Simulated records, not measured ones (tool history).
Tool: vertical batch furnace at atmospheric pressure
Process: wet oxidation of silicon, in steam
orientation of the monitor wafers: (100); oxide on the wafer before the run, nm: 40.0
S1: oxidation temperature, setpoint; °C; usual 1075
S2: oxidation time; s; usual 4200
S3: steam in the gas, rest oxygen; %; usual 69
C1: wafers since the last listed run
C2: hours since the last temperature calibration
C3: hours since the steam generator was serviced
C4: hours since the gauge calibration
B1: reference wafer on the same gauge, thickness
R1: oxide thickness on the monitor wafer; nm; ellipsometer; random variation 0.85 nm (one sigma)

{"run": 1, "hour": 0.0, "S1": 1093, "S2": 4200, "S3": 69, "C1": 0, "C2": 3196.1, "C3": 810.1, "C4": 350.3, "B1": 598.98, "R1": 609.89}
{"run": 2, "hour": 21.1, "S1": 1075, "S2": 4200, "S3": 69, "C1": 218, "C2": 3217.2, "C3": 831.2, "C4": 371.4, "B1": 599.07, "R1": 568.48}
{"run": 3, "hour": 56.5, "S1": 1075, "S2": 4200, "S3": 69, "C1": 367, "C2": 3252.6, "C3": 866.6, "C4": 406.8, "B1": 599.08, "R1": 567.56}
{"run": 4, "hour": 85.6, "S1": 1075, "S2": 3780, "S3": 69, "C1": 302, "C2": 3281.7, "C3": 895.7, "C4": 435.9, "B1": 598.94, "R1": 534.9}
{"run": 5, "hour": 99.9, "S1": 1075, "S2": 3780, "S3": 69, "C1": 148, "C2": 3296, "C3": 910, "C4": 450.2, "B1": 599.08, "R1": 534.05}
{"run": 6, "hour": 121.1, "S1": 1075, "S2": 4200, "S3": 69, "C1": 220, "C2": 3317.2, "C3": 931.2, "C4": 471.4, "B1": 598.99, "R1": 565.96}
{"run": 7, "hour": 154.9, "S1": 1075, "S2": 4200, "S3": 69, "C1": 350, "C2": 3351, "C3": 965, "C4": 505.2, "B1": 599.11, "R1": 566.8}
{"run": 8, "hour": 172.3, "S1": 1075, "S2": 4200, "S3": 69, "C1": 180, "C2": 3368.4, "C3": 982.4, "C4": 522.6, "B1": 599.03, "R1": 565.77}
{"run": 9, "hour": 194.0, "S1": 1075, "S2": 4200, "S3": 69, "C1": 225, "C2": 3390.1, "C3": 1004.1, "C4": 544.3, "B1": 598.69, "R1": 564.88}
{"run": 10, "hour": 218.7, "S1": 1075, "S2": 4200, "S3": 69, "C1": 256, "C2": 3414.8, "C3": 1028.8, "C4": 569, "B1": 599.3, "R1": 563.72}
{"run": 11, "hour": 232.9, "S1": 1075, "S2": 4200, "S3": 69, "C1": 147, "C2": 3429, "C3": 1043, "C4": 583.2, "B1": 598.92, "R1": 564.28}
{"run": 12, "hour": 266.7, "S1": 1075, "S2": 2880, "S3": 65, "C1": 350, "C2": 3462.8, "C3": 1076.8, "C4": 617, "B1": 599.01, "R1": 439.99}
{"run": 13, "hour": 283.4, "S1": 1075, "S2": 2880, "S3": 65, "C1": 173, "C2": 3479.5, "C3": 1093.5, "C4": 633.7, "B1": 599.02, "R1": 439.42}
{"run": 14, "hour": 311.5, "S1": 1075, "S2": 4200, "S3": 69, "C1": 291, "C2": 3507.6, "C3": 1121.6, "C4": 661.8, "B1": 598.77, "R1": 563.29}
{"run": 15, "hour": 324.5, "S1": 1075, "S2": 4200, "S3": 69, "C1": 134, "C2": 3520.6, "C3": 1134.6, "C4": 674.8, "B1": 599.13, "R1": 563.62}
{"run": 16, "hour": 356.1, "S1": 1075, "S2": 4200, "S3": 69, "C1": 327, "C2": 3552.2, "C3": 1166.2, "C4": 706.4, "B1": 598.88, "R1": 564.93}
{"run": 17, "hour": 386.7, "S1": 1075, "S2": 4200, "S3": 69, "C1": 317, "C2": 3582.8, "C3": 1196.8, "C4": 737, "B1": 598.86, "R1": 562.26}
{"run": 18, "hour": 405.7, "S1": 1096, "S2": 4200, "S3": 69, "C1": 197, "C2": 3601.8, "C3": 1215.8, "C4": 756, "B1": 599.25, "R1": 610.69}
{"run": 19, "hour": 432.6, "S1": 1075, "S2": 4200, "S3": 69, "C1": 279, "C2": 3628.7, "C3": 1242.7, "C4": 782.9, "B1": 598.99, "R1": 562.51}
{"hour": 471.7, "done": "thermocouples replaced and temperature profile calibrated"}
{"run": 20, "hour": 472.2, "S1": 1085, "S2": 2670, "S3": 64, "C1": 161, "C2": 0.5, "C3": 1282.3, "C4": 822.5, "B1": 599.01, "R1": 422.88}
{"hour": 473.8, "done": "gauge calibrated"}
{"run": 21, "hour": 538.9, "S1": 1067, "S2": 3000, "S3": 59, "C1": 692, "C2": 67.2, "C3": 1349, "C4": 65.1, "B1": 599.02, "R1": 395.02}
{"run": 22, "hour": 553.7, "S1": 1087, "S2": 6180, "S3": 63, "C1": 153, "C2": 82, "C3": 1363.8, "C4": 79.9, "B1": 598.84, "R1": 679.58}
{"run": 23, "hour": 572.3, "S1": 1075, "S2": 4200, "S3": 77, "C1": 193, "C2": 100.6, "C3": 1382.4, "C4": 98.5, "B1": 598.81, "R1": 582.37}
{"run": 24, "hour": 590.8, "S1": 1075, "S2": 5730, "S3": 69, "C1": 192, "C2": 119.1, "C3": 1400.9, "C4": 117, "B1": 599, "R1": 651.51}
{"run": 25, "hour": 603.1, "S1": 1086, "S2": 4200, "S3": 69, "C1": 127, "C2": 131.4, "C3": 1413.2, "C4": 129.3, "B1": 599.23, "R1": 571.56}
{"hour": 630.2, "done": "steam generator serviced"}
{"run": 26, "hour": 630.7, "S1": 1075, "S2": 4200, "S3": 69, "C1": 37, "C2": 159, "C3": 0.5, "C4": 156.9, "B1": 598.92, "R1": 566.24}
{"run": 27, "hour": 654.3, "S1": 1069, "S2": 5910, "S3": 62, "C1": 244, "C2": 182.6, "C3": 24.1, "C4": 180.5, "B1": 598.88, "R1": 628.37}
{"run": 28, "hour": 677.9, "S1": 1075, "S2": 3540, "S3": 80, "C1": 244, "C2": 206.2, "C3": 47.7, "C4": 204.1, "B1": 598.86, "R1": 558.15}
{"run": 29, "hour": 710.3, "S1": 1051, "S2": 5370, "S3": 79, "C1": 336, "C2": 238.6, "C3": 80.1, "C4": 236.5, "B1": 599.03, "R1": 630.33}
{"run": 30, "hour": 724.5, "S1": 1067, "S2": 3000, "S3": 59, "C1": 147, "C2": 252.8, "C3": 94.3, "C4": 250.7, "B1": 598.97, "R1": 410.43}
{"run": 31, "hour": 756.1, "S1": 1075, "S2": 4200, "S3": 69, "C1": 327, "C2": 284.4, "C3": 125.9, "C4": 282.3, "B1": 599.08, "R1": 565.64}
{"run": 32, "hour": 788.3, "S1": 1075, "S2": 4200, "S3": 69, "C1": 334, "C2": 316.6, "C3": 158.1, "C4": 314.5, "B1": 599.12, "R1": 565.53}
{"run": 33, "hour": 810.8, "S1": 1075, "S2": 4200, "S3": 69, "C1": 233, "C2": 339.1, "C3": 180.6, "C4": 337, "B1": 598.95, "R1": 565.09}
{"run": 34, "hour": 823.8, "S1": 1095, "S2": 2730, "S3": 69, "C1": 134, "C2": 352.1, "C3": 193.6, "C4": 350, "B1": 599.07, "R1": 481.62}
{"run": 35, "hour": 853.0, "S1": 1075, "S2": 4200, "S3": 69, "C1": 303, "C2": 381.3, "C3": 222.8, "C4": 379.2, "B1": 598.98, "R1": 566.19}

Forecast each of these 3 alternatives for the next run:
{"run": "A", "hour": 857.4, "S1": 1075, "S2": 4200, "S3": 69, "C1": 45, "C2": 385.7, "C3": 227.2, "C4": 383.6, "B1": "?", "R1": "?"}
{"run": "B", "hour": 857.4, "S1": 1061, "S2": 3090, "S3": 74, "C1": 45, "C2": 385.7, "C3": 227.2, "C4": 383.6, "B1": "?", "R1": "?"}
{"run": "C", "hour": 857.4, "S1": 1084, "S2": 2370, "S3": 61, "C1": 45, "C2": 385.7, "C3": 227.2, "C4": 383.6, "B1": "?", "R1": "?"}

run=A B1=599.1 R1=564.97
run=B B1=599.1 R1=461.05
run=C B1=599.1 R1=394.65
Without the tool's hidden state the same runs would have given:
run=A R1=567.23
run=B R1=462.75
run=C R1=396.2
